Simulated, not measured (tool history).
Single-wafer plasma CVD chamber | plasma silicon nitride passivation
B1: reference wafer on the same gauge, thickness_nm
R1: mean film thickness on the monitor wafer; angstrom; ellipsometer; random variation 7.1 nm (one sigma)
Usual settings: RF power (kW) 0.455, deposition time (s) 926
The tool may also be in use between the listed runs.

{"run": 1, "hour": 0.0, "RF power (kW)": 0.455, "deposition time (s)": 926, "B1": 1340.712, "R1": 13820.97}
{"run": 2, "hour": 34.6, "RF power (kW)": 0.455, "deposition time (s)": 926, "B1": 1340.132, "R1": 13782.13}
{"run": 3, "hour": 59.4, "RF power (kW)": 0.455, "deposition time (s)": 926, "B1": 1341.33, "R1": 13691.46}
{"run": 4, "hour": 79.0, "RF power (kW)": 0.455, "deposition time (s)": 926, "B1": 1339.614, "R1": 13837.61}
{"run": 5, "hour": 96.5, "RF power (kW)": 0.455, "deposition time (s)": 926, "B1": 1340.319, "R1": 13720.04}
{"run": 6, "hour": 120.7, "RF power (kW)": 0.455, "deposition time (s)": 926, "B1": 1340.342, "R1": 13624.84}
{"run": 7, "hour": 149.8, "RF power (kW)": 0.455, "deposition time (s)": 856, "B1": 1341.335, "R1": 12719.56}
{"run": 8, "hour": 171.0, "RF power (kW)": 0.455, "deposition time (s)": 856, "B1": 1342.465, "R1": 12716.04}
{"run": 9, "hour": 185.3, "RF power (kW)": 0.455, "deposition time (s)": 856, "B1": 1339.789, "R1": 12754.48}
{"run": 10, "hour": 207.9, "RF power (kW)": 0.455, "deposition time (s)": 926, "B1": 1342.663, "R1": 13741.12}
{"run": 11, "hour": 236.3, "RF power (kW)": 0.455, "deposition time (s)": 926, "B1": 1342.258, "R1": 13803.09}
{"run": 12, "hour": 263.3, "RF power (kW)": 0.455, "deposition time (s)": 926, "B1": 1342.162, "R1": 13783.18}
{"run": 13, "hour": 294.5, "RF power (kW)": 0.455, "deposition time (s)": 926, "B1": 1339.916, "R1": 13742.68}
{"run": 14, "hour": 308.6, "RF power (kW)": 0.455, "deposition time (s)": 926, "B1": 1337.806, "R1": 13821.18}
{"run": 15, "hour": 329.8, "RF power (kW)": 0.455, "deposition time (s)": 926, "B1": 1342.64, "R1": 13816.34}
{"run": 16, "hour": 346.5, "RF power (kW)": 0.455, "deposition time (s)": 926, "B1": 1338.425, "R1": 13722}
{"run": 17, "hour": 364.6, "RF power (kW)": 0.455, "deposition time (s)": 926, "B1": 1339.618, "R1": 13663.63}
{"run": 18, "hour": 383.2, "RF power (kW)": 0.455, "deposition time (s)": 926, "B1": 1341.246, "R1": 13752.32}
{"run": 19, "hour": 398.5, "RF power (kW)": 0.455, "deposition time (s)": 926, "B1": 1339.984, "R1": 13829.82}
{"run": 20, "hour": 417.3, "RF power (kW)": 0.455, "deposition time (s)": 926, "B1": 1342.403, "R1": 13696.14}
{"run": 21, "hour": 434.2, "RF power (kW)": 0.455, "deposition time (s)": 926, "B1": 1339.521, "R1": 13823.29}
{"run": 22, "hour": 461.3, "RF power (kW)": 0.455, "deposition time (s)": 831, "B1": 1338.609, "R1": 12437.69}
{"hour": 472.2, "done": "RF generator calibrated"}
{"hour": 478.3, "done": "showerhead replaced"}
{"run": 23, "hour": 478.8, "RF power (kW)": 0.38, "deposition time (s)": 774, "B1": 1342.399, "R1": 10908.08}
{"run": 24, "hour": 509.9, "RF power (kW)": 0.535, "deposition time (s)": 1103, "B1": 1340.468, "R1": 17184.8}
{"run": 25, "hour": 542.2, "RF power (kW)": 0.455, "deposition time (s)": 856, "B1": 1339.564, "R1": 12747.86}
{"run": 26, "hour": 566.3, "RF power (kW)": 0.5, "deposition time (s)": 1067, "B1": 1343.66, "R1": 16286.22}
{"run": 27, "hour": 589.0, "RF power (kW)": 0.525, "deposition time (s)": 786, "B1": 1342.464, "R1": 12004.92}
{"run": 28, "hour": 615.3, "RF power (kW)": 0.535, "deposition time (s)": 1103, "B1": 1344.121, "R1": 17131.79}
{"hour": 623.4, "done": "gauge calibrated"}
{"run": 29, "hour": 636.0, "RF power (kW)": 0.455, "deposition time (s)": 996, "B1": 1337.439, "R1": 14803.76}
{"run": 30, "hour": 655.1, "RF power (kW)": 0.405, "deposition time (s)": 1076, "B1": 1339.289, "R1": 15326.41}
{"run": 31, "hour": 678.1, "RF power (kW)": 0.535, "deposition time (s)": 1011, "B1": 1339.671, "R1": 15694.18}
{"run": 32, "hour": 708.9, "RF power (kW)": 0.405, "deposition time (s)": 839, "B1": 1340.833, "R1": 11974.64}
{"run": 33, "hour": 725.2, "RF power (kW)": 0.455, "deposition time (s)": 926, "B1": 1340.18, "R1": 13816.76}
{"run": 34, "hour": 755.2, "RF power (kW)": 0.485, "deposition time (s)": 926, "B1": 1338.874, "R1": 14052.99}
{"run": 35, "hour": 798.2, "RF power (kW)": 0.455, "deposition time (s)": 926, "B1": 1340.663, "R1": 13778.67}
{"run": 36, "hour": 905.9, "RF power (kW)": 0.455, "deposition time (s)": 926, "B1": 1340.379, "R1": 13706.33}
{"run": 37, "hour": 931.5, "RF power (kW)": 0.535, "deposition time (s)": 926, "B1": 1340.601, "R1": 14284.99}
{"run": 38, "hour": 991.9, "RF power (kW)": 0.455, "deposition time (s)": 761, "B1": 1336.45, "R1": 11208.18}
{"run": 39, "hour": 1021.5, "RF power (kW)": 0.4, "deposition time (s)": 815, "B1": 1339.946, "R1": 11733.49}
{"run": 40, "hour": 1041.5, "RF power (kW)": 0.455, "deposition time (s)": 926, "B1": 1342.967, "R1": 13658.36}
{"run": 41, "hour": 1075.2, "RF power (kW)": 0.455, "deposition time (s)": 810, "B1": 1342.931, "R1": 12014.37}
{"run": 42, "hour": 1101.1, "RF power (kW)": 0.525, "deposition time (s)": 824, "B1": 1342.406, "R1": 12816.72}
{"run": 43, "hour": 1136.5, "RF power (kW)": 0.53, "deposition time (s)": 749, "B1": 1340.85, "R1": 11591.1}
{"run": 44, "hour": 1170.0, "RF power (kW)": 0.545, "deposition time (s)": 796, "B1": 1339.273, "R1": 12532.8}

Forecast each of these 4 alternatives for the next run:
{"run": "A", "hour": 1170.7, "RF power (kW)": 0.455, "deposition time (s)": 926, "B1": "?", "R1": "?"}
{"run": "B", "hour": 1170.7, "RF power (kW)": 0.48, "deposition time (s)": 1070, "B1": "?", "R1": "?"}
{"run": "C", "hour": 1170.7, "RF power (kW)": 0.41, "deposition time (s)": 1111, "B1": "?", "R1": "?"}
{"run": "D", "hour": 1170.7, "RF power (kW)": 0.425, "deposition time (s)": 926, "B1": "?", "R1": "?"}

run=A B1=1336.283 R1=13613.56
run=B B1=1336.283 R1=15976.37
run=C B1=1336.283 R1=15849
run=D B1=1336.283 R1=13347.62
Without the tool's hidden state the same runs would have given:
run=A R1=13613.56
run=B R1=15976.37
run=C R1=15849
run=D R1=13347.62
